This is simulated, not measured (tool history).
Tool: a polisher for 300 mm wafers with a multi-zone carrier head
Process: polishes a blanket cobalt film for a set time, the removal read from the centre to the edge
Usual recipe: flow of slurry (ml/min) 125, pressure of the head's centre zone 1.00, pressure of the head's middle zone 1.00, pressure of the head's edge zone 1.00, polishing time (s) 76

run,hour,flow of slurry (ml/min),pressure of the head's centre zone,pressure of the head's middle zone,pressure of the head's edge zone,polishing time (s),"incoming thickness of the incoming film, nm",film removed at the wafer's centre (nm),film removed at mid-radius (nm),film removed at the wafer's edge (nm)
1,0.0,125,1.00,1.00,1.00,76,1090.4,265.0,272.5,278.8
# hour 10.0: worn pad replaced by a new one
2,15.7,125,1.00,1.00,1.00,76,1082.2,262.4,274.0,277.9
3,43.1,125,1.00,1.00,1.00,94,1079.1,327.4,338.3,344.6
4,64.9,125,1.00,1.00,1.00,94,1092.3,327.7,332.8,343.9
# hour 89.8: worn pad replaced by a new one
5,90.8,105,1.00,1.00,1.00,76,1081.4,264.5,258.9,269.8
6,109.5,105,1.00,1.00,1.00,76,1074.9,256.3,261.2,273.0
7,140.4,125,1.00,1.00,1.00,76,1085.6,253.7,266.4,271.1
# hour 149.7: slurry nozzle cleaned
8,155.3,125,1.00,1.00,1.00,76,1077.3,280.2,281.1,286.8
# hour 167.5: worn pad replaced by a new one
9,174.6,115,0.92,1.05,0.88,76,1077.0,254.3,291.9,264.9
10,195.9,100,0.92,1.00,1.07,76,1076.1,246.4,271.0,285.7
11,211.6,165,0.96,1.00,1.00,76,1089.9,286.4,295.8,292.3
# hour 227.6: centre zone pressure recalibrated
# hour 236.6: worn pad replaced by a new one
12,237.1,125,1.00,0.92,0.94,97,1078.2,357.6,341.9,352.7
# hour 249.4: edge zone pressure recalibrated
13,264.5,105,1.00,1.00,1.00,76,1091.8,267.7,276.4,280.7
# hour 273.3: carrier head's membrane replaced by a new one
# hour 301.6: worn pad replaced by a new one
14,302.1,125,0.94,0.97,0.90,100,1074.3,333.8,370.3,353.7
15,319.5,100,1.00,1.00,1.00,76,1095.9,268.3,271.7,278.5
16,353.2,125,1.00,1.00,1.00,76,1097.0,272.6,279.6,284.6

Forecast each of these 3 alternatives for the next run:
A,353.6,125,1.00,1.00,1.00,76,1076.7,?,?,?
B,353.6,125,1.00,0.92,1.00,96,1076.7,?,?,?
C,353.6,85,1.04,1.05,1.00,86,1076.7,?,?,?

run,film removed at the wafer's centre (nm),film removed at mid-radius (nm),film removed at the wafer's edge (nm)
A,276.8,278.6,284.7
B,349.4,329.0,360.0
C,305.5,310.2,309.9
With no hidden state in the tool, these same runs would have given:
run,film removed at the wafer's centre (nm),film removed at mid-radius (nm),film removed at the wafer's edge (nm)
A,280.6,282.0,287.1
B,354.3,333.0,363.0
C,310.8,314.8,313.0
